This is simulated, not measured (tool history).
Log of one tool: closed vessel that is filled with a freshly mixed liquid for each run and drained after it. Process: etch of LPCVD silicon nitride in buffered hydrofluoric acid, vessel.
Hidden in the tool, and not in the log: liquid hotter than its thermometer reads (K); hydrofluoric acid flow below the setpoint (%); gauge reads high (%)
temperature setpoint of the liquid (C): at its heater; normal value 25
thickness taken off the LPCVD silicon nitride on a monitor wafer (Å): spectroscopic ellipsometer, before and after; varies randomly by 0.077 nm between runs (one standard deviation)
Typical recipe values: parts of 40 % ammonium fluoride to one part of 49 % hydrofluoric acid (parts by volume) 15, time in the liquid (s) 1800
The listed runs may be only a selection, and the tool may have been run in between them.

run   hour  temperature setpoint of the liquid (C)  parts of 40 % ammonium fluoride to one part of 49 % hydrofluoric acid (parts by volume)  time in the liquid (s)  wafers since the last listed run  hours since the thermometer was replaced  hours since the hydrofluoric acid flow meter was replaced  hours since the gauge calibration  read-back film thickness of the LPCVD silicon nitride reference wafer, read on the same gauge (nm)  thickness taken off the LPCVD silicon nitride on a monitor wafer (Å)
  1      0                                    23.5                                                                                       15                    1800                                 0                                    1001.6                                                     1880.5                               95.8                                                                                                  60                                                                 171.5
  2   10.1                                    23.5                                                                                       15                    1800                               543                                    1011.7                                                     1890.6                              105.9                                                                                               59.98                                                                 173.5
  3   43.6                                      25                                                                                       15                    2575                              1803                                    1045.2                                                     1924.1                              139.4                                                                                               60.01                                                                 268.4
  4   57.1                                      25                                                                                       15                    2575                               726                                    1058.7                                                     1937.6                              152.9                                                                                               60.01                                                                 268.2
  5   69.4                                    27.5                                                                                       15                    1800                               662                                      1071                                                     1949.9                              165.2                                                                                               60.04                                                                 212.8
  6   86.8                                    27.5                                                                                       15                    1800                               936                                    1088.4                                                     1967.3                              182.6                                                                                               60.02                                                                 214.4
  7     97                                    27.5                                                                                       15                    1800                               549                                    1098.6                                                     1977.5                              192.8                                                                                               60.03                                                                 213.4
  8    110                                      25                                                                                       15                    1800                               700                                    1111.6                                                     1990.5                              205.8                                                                                               60.05                                                                 187.9
  9  121.9                                    28.5                                                                                       17                    1800                               640                                    1123.5                                                     2002.4                              217.7                                                                                               60.01                                                                 197.8
 10  135.1                                    28.5                                                                                       17                    1800                               710                                    1136.7                                                     2015.6                              230.9                                                                                               59.97                                                                 197.9
 11  141.5                                      25                                                                                       15                    1800                               344                                    1143.1                                                       2022                              237.3                                                                                               59.98                                                                 187.7
 12  156.9                                      25                                                                                       15                    1800                               829                                    1158.5                                                     2037.4                              252.7                                                                                               59.99                                                                 185.9
 13    173                                      27                                                                                       15                    1800                               866                                    1174.6                                                     2053.5                              268.8                                                                                                  60                                                                 208.1
     174.7  -- thermometer replaced
 14  179.4                                      25                                                                                       15                    2075                               290                                       4.7                                                     2059.9                              275.2                                                                                               60.02                                                                 200.1
 15  190.6                                      25                                                                                      9.5                     905                               603                                      15.9                                                     2071.1                              286.4                                                                                               60.02                                                                 136.9
 16  207.5                                      25                                                                                       15                    1800                               910                                      32.8                                                       2088                              303.3                                                                                               59.99                                                                 173.1
     214.1  -- gauge calibrated
 17  219.4                                    28.5                                                                                       15                    1800                               640                                      44.7                                                     2099.9                                5.3                                                                                               59.98                                                                 209.2
 18  229.7                                    20.5                                                                                     20.5                    2715                               554                                        55                                                     2110.2                               15.6                                                                                               60.06                                                                 155.4
 19  235.9                                      27                                                                                     10.5                    2700                               333                                      61.2                                                     2116.4                               21.8                                                                                               60.03                                                                 413.4
 20  251.9                                      21                                                                                       15                    1800                               861                                      77.2                                                     2132.4                               37.8                                                                                               60.02                                                                 139.1
     259.9  -- hydrofluoric acid flow meter replaced
 21  265.6                                      30                                                                                       18                    2650                               683                                      90.9                                                        5.7                               51.5                                                                                                  60                                                                 314.9

Run 22 has not been measured yet. What should we expect?
 22  274.5                                    23.5                                                                                       15                    1800                               479                                      99.8                                                       14.6                               60.4                                                                                                   ?                                                                     ?

For run 22 the tool returned read-back film thickness of the LPCVD silicon nitride reference wafer, read on the same gauge (nm) 59.99, thickness taken off the LPCVD silicon nitride on a monitor wafer (Å) 179.5.
The same run, on a tool lacking any hidden state, would have yielded thickness taken off the LPCVD silicon nitride on a monitor wafer (Å) 179.2.
